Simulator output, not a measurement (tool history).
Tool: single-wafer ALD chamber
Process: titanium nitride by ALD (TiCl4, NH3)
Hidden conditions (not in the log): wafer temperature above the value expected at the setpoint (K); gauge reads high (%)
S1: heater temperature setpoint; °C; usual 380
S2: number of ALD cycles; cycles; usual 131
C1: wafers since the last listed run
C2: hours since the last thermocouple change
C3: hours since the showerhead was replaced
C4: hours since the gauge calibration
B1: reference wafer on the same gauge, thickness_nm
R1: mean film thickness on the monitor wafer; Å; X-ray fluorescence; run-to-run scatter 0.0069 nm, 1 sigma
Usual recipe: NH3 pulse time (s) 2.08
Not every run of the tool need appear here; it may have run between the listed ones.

run 1 hour=0 | S1=380 S2=131 NH3_pulse_time_(s)=2.08 | C1=0 C2=1803.3 C3=2783.5 C4=188.5 | B1=3.01 | R1=27.64
run 2 hour=20.7 | S1=380 S2=131 NH3_pulse_time_(s)=2.08 | C1=50 C2=1824 C3=2804.2 C4=209.2 | B1=3.011 | R1=27.71
run 3 hour=47.7 | S1=373 S2=131 NH3_pulse_time_(s)=2.08 | C1=66 C2=1851 C3=2831.2 C4=236.2 | B1=3.013 | R1=27.47
run 4 hour=79 | S1=373 S2=131 NH3_pulse_time_(s)=2.08 | C1=76 C2=1882.3 C3=2862.5 C4=267.5 | B1=3.019 | R1=27.56
run 5 hour=96.7 | S1=373 S2=131 NH3_pulse_time_(s)=2.08 | C1=43 C2=1900 C3=2880.2 C4=285.2 | B1=3.02 | R1=27.57
run 6 hour=114.5 | S1=380 S2=131 NH3_pulse_time_(s)=2.08 | C1=43 C2=1917.8 C3=2898 C4=303 | B1=3.023 | R1=27.83
run 7 hour=128.6 | S1=380 S2=131 NH3_pulse_time_(s)=2.08 | C1=34 C2=1931.9 C3=2912.1 C4=317.1 | B1=3.026 | R1=27.94
-- hour=160.5 showerhead replaced
run 8 hour=161 | S1=380 S2=131 NH3_pulse_time_(s)=1.83 | C1=59 C2=1964.3 C3=0.5 C4=349.5 | B1=3.031 | R1=27.45
run 9 hour=180.3 | S1=367 S2=117 NH3_pulse_time_(s)=1.38 | C1=47 C2=1983.6 C3=19.8 C4=368.8 | B1=3.034 | R1=23.04
-- hour=184.2 gauge calibrated
run 10 hour=199.1 | S1=380 S2=131 NH3_pulse_time_(s)=2.8 | C1=46 C2=2002.4 C3=38.6 C4=14.9 | B1=2.995 | R1=28.23
run 11 hour=225.3 | S1=368 S2=114 NH3_pulse_time_(s)=2.08 | C1=64 C2=2028.6 C3=64.8 C4=41.1 | B1=2.998 | R1=23.61
run 12 hour=247.2 | S1=380 S2=131 NH3_pulse_time_(s)=2.37 | C1=53 C2=2050.5 C3=86.7 C4=63 | B1=2.998 | R1=27.82
-- hour=263 thermocouple changed; heater temperature recalibrated
run 13 hour=281.1 | S1=380 S2=131 NH3_pulse_time_(s)=1.83 | C1=63 C2=18.1 C3=120.6 C4=96.9 | B1=2.999 | R1=27.17
run 14 hour=306.9 | S1=380 S2=111 NH3_pulse_time_(s)=1.56 | C1=63 C2=43.9 C3=146.4 C4=122.7 | B1=2.999 | R1=22.59
run 15 hour=324.2 | S1=380 S2=131 NH3_pulse_time_(s)=2.08 | C1=42 C2=61.2 C3=163.7 C4=140 | B1=3.001 | R1=27.56
run 16 hour=359.6 | S1=369 S2=111 NH3_pulse_time_(s)=2.35 | C1=86 C2=96.6 C3=199.1 C4=175.4 | B1=3.004 | R1=23.31

Predict each of these 3 candidate next runs independently; none follows another, all start after run 16:
run A hour=360.3 | S1=380 S2=131 NH3_pulse_time_(s)=2.08 | C1=1 C2=97.3 C3=199.8 C4=176.1 | B1=? | R1=?
run B hour=360.3 | S1=380 S2=156 NH3_pulse_time_(s)=2.08 | C1=1 C2=97.3 C3=199.8 C4=176.1 | B1=? | R1=?
run C hour=360.3 | S1=391 S2=114 NH3_pulse_time_(s)=2.31 | C1=1 C2=97.3 C3=199.8 C4=176.1 | B1=? | R1=?

run=A B1=3.007 R1=27.58
run=B B1=3.007 R1=32.84
run=C B1=3.007 R1=24.39
What these runs would have given with no unlogged condition in the tool:
run=A R1=27.54
run=B R1=32.8
run=C R1=24.35
